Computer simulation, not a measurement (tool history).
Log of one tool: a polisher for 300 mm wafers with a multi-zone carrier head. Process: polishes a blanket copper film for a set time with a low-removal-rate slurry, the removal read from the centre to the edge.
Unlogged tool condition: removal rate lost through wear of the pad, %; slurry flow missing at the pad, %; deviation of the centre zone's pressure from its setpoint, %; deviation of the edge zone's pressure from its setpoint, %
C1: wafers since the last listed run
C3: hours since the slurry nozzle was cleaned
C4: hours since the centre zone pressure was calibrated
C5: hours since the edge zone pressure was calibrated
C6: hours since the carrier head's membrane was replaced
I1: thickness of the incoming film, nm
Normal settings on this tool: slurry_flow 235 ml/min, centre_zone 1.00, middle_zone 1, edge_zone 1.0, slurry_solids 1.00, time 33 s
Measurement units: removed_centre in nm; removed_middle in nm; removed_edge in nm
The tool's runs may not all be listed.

{"run": 1, "hour": 0.0, "slurry_flow": 235, "centre_zone": 1.0, "middle_zone": 1, "edge_zone": 1.0, "slurry_solids": 1.0, "time": 33, "C1": 0, "wafers polished on this pad": 1207, "C3": 574.0, "C4": 420.7, "C5": 327.6, "C6": 671.2, "I1": 989.6, "removed_centre": 132.8, "removed_middle": 135.8, "removed_edge": 130.9}
{"hour": 129.8, "done": "slurry nozzle cleaned"}
{"hour": 147.7, "done": "centre zone pressure recalibrated"}
{"run": 2, "hour": 168.4, "slurry_flow": 235, "centre_zone": 1.0, "middle_zone": 1, "edge_zone": 1.0, "slurry_solids": 1.0, "time": 33, "C1": 1769, "wafers polished on this pad": 2976, "C3": 38.6, "C4": 20.7, "C5": 496.0, "C6": 839.6, "I1": 975.8, "removed_centre": 129.0, "removed_middle": 131.9, "removed_edge": 129.4}
{"hour": 179.7, "done": "edge zone pressure recalibrated"}
{"run": 3, "hour": 231.2, "slurry_flow": 235, "centre_zone": 1.0, "middle_zone": 1, "edge_zone": 1.0, "slurry_solids": 1.0, "time": 33, "C1": 650, "wafers polished on this pad": 3627, "C3": 101.4, "C4": 83.5, "C5": 51.5, "C6": 902.4, "I1": 989.7, "removed_centre": 129.1, "removed_middle": 129.2, "removed_edge": 128.2}
{"hour": 469.0, "done": "worn pad replaced by a new one"}
{"run": 4, "hour": 471.5, "slurry_flow": 235, "centre_zone": 1.0, "middle_zone": 1, "edge_zone": 1.0, "slurry_solids": 1.0, "time": 33, "C1": 2528, "wafers polished on this pad": 26, "C3": 341.7, "C4": 323.8, "C5": 291.8, "C6": 1142.7, "I1": 1004.4, "removed_centre": 137.8, "removed_middle": 142.4, "removed_edge": 135.9}
{"hour": 645.9, "done": "edge zone pressure recalibrated"}
{"hour": 675.8, "done": "centre zone pressure recalibrated"}
{"run": 5, "hour": 759.8, "slurry_flow": 235, "centre_zone": 1.0, "middle_zone": 1, "edge_zone": 1.0, "slurry_solids": 1.0, "time": 33, "C1": 3041, "wafers polished on this pad": 3068, "C3": 630.0, "C4": 84.0, "C5": 113.9, "C6": 1431.0, "I1": 984.9, "removed_centre": 130.3, "removed_middle": 131.1, "removed_edge": 128.4}
{"hour": 777.7, "done": "slurry nozzle cleaned"}
{"run": 6, "hour": 858.1, "slurry_flow": 165, "centre_zone": 0.92, "middle_zone": 1, "edge_zone": 1.0, "slurry_solids": 1.0, "time": 33, "C1": 1041, "wafers polished on this pad": 4109, "C3": 80.4, "C4": 182.3, "C5": 212.2, "C6": 1529.3, "I1": 1002.6, "removed_centre": 111.6, "removed_middle": 122.8, "removed_edge": 122.9}
{"run": 7, "hour": 900.6, "slurry_flow": 235, "centre_zone": 1.06, "middle_zone": 1, "edge_zone": 1.0, "slurry_solids": 1.0, "time": 29, "C1": 454, "wafers polished on this pad": 4564, "C3": 122.9, "C4": 224.8, "C5": 254.7, "C6": 1571.8, "I1": 982.3, "removed_centre": 117.9, "removed_middle": 116.6, "removed_edge": 111.7}
{"run": 8, "hour": 973.3, "slurry_flow": 235, "centre_zone": 1.0, "middle_zone": 1, "edge_zone": 1.0, "slurry_solids": 1.0, "time": 33, "C1": 777, "wafers polished on this pad": 5342, "C3": 195.6, "C4": 297.5, "C5": 327.4, "C6": 1644.5, "I1": 989.5, "removed_centre": 129.2, "removed_middle": 129.5, "removed_edge": 126.0}
{"hour": 1011.5, "done": "worn pad replaced by a new one"}
{"run": 9, "hour": 1078.7, "slurry_flow": 275, "centre_zone": 1.1, "middle_zone": 1, "edge_zone": 0.9, "slurry_solids": 1.0, "time": 33, "C1": 1084, "wafers polished on this pad": 719, "C3": 301.0, "C4": 402.9, "C5": 432.8, "C6": 1749.9, "I1": 989.7, "removed_centre": 153.3, "removed_middle": 140.0, "removed_edge": 129.1}
{"run": 10, "hour": 1124.6, "slurry_flow": 235, "centre_zone": 1.08, "middle_zone": 1, "edge_zone": 1.0, "slurry_solids": 0.85, "time": 33, "C1": 491, "wafers polished on this pad": 1210, "C3": 346.9, "C4": 448.8, "C5": 478.7, "C6": 1795.8, "I1": 991.4, "removed_centre": 140.0, "removed_middle": 131.4, "removed_edge": 128.0}

Run 11 is up next; what results do you expect?
{"run": 11, "hour": 1187.1, "slurry_flow": 235, "centre_zone": 0.92, "middle_zone": 1, "edge_zone": 1.0, "slurry_solids": 1.0, "time": 33, "C1": 668, "wafers polished on this pad": 1879, "C3": 409.4, "C4": 511.3, "C5": 541.2, "C6": 1858.3, "I1": 998.9, "removed_centre": "?", "removed_middle": "?", "removed_edge": "?"}

removed_centre: 121.3 nm
removed_middle: 133.8 nm
removed_edge: 129.1 nm
If the tool had no hidden condition, the same run with the same run-to-run variation would have returned removed_centre 129.2 nm, removed_middle 142.5 nm, removed_edge 137.5 nm.
